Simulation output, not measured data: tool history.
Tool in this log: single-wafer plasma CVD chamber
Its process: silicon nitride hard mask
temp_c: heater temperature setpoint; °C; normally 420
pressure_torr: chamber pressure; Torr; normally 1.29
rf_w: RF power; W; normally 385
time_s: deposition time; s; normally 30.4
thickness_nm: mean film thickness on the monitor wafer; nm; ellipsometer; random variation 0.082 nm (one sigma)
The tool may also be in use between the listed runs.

run   hour  temp_c  pressure_torr  rf_w  time_s  read-back reference wafer on the same gauge, thickness_nm  thickness_nm
  1    0.0     420           1.21   385    30.4                                                     43.774        36.433
  2   32.8     420           1.29   385    30.4                                                     43.800        37.366
  3   59.8     410           1.29   385    31.6                                                     43.787        38.946
  4   84.6     410           1.29   385    31.6                                                     43.808        38.973
     104.2  -- capacitance manometer re-zeroed and calibrated
  5  124.0     410           1.29   385    31.6                                                     43.824        38.991
     155.4  -- RF generator calibrated
  6  155.9     420           1.12   385    30.4                                                     43.807        37.248
     160.2  -- gauge calibrated
  7  169.5     420           1.29   385    30.4                                                     43.795        39.212
  8  200.3     428           1.29   385    30.4                                                     43.808        39.022
     231.5  -- thermocouple changed; heater temperature recalibrated
  9  233.0     420           1.29   440    28.8                                                     43.808        40.707
 10  253.9     420           1.29   385    30.4                                                     43.794        39.155

Run 11 comes next. What will it give?
     266.1  -- showerhead replaced
 11  276.0     420           1.29   425    30.4                                                          ?             ?

read-back reference wafer on the same gauge, thickness_nm: 43.795
thickness_nm: 41.971 nm
On a tool with no hidden condition, and with the same random variation, this run would have come out at thickness_nm 42.257 nm.
